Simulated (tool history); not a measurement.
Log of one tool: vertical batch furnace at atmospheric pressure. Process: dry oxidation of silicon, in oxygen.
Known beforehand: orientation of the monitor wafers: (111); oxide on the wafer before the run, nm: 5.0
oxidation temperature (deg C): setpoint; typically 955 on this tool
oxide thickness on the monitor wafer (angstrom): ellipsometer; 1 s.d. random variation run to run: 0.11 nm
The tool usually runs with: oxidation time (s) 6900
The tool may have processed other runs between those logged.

run,hour,oxidation temperature (deg C),oxidation time (s),"read-back reference wafer on the same gauge, thickness",oxide thickness on the monitor wafer (angstrom)
1,0,955,6900,59.9,748.1
2,12.2,955,6900,59.88,748
3,20.8,955,7830,59.89,812.8
4,34,955,7830,59.87,812.2
5,51,955,6900,59.91,748.5
6,65.6,963,6900,59.89,795.1
7,80.2,963,6900,59.92,795.8
8,92.7,955,7830,59.91,810.7
9,104.5,974,7980,59.9,948.7
10,140.9,977,8790,59.9,1028.3
11,145.8,955,8430,59.89,851.5
12,150.6,930,9780,59.92,771.9
13,155.5,947,6900,59.91,701.7
14,185.1,973,9090,59.88,1021

Put back what was entered between runs (3 entries, withheld): which listed runs does each sit between, and how does the hidden state differ from the listed run before to the listed run after?
Run 7 -> run 8: gauge calibrated (hour 84.1)
  the hidden state is the same at both runs
Run 9 -> run 10: boat lift adjusted (hour 131.3); thermocouples replaced and temperature profile calibrated (hour 140.4)
  the hidden state is the same at both runs
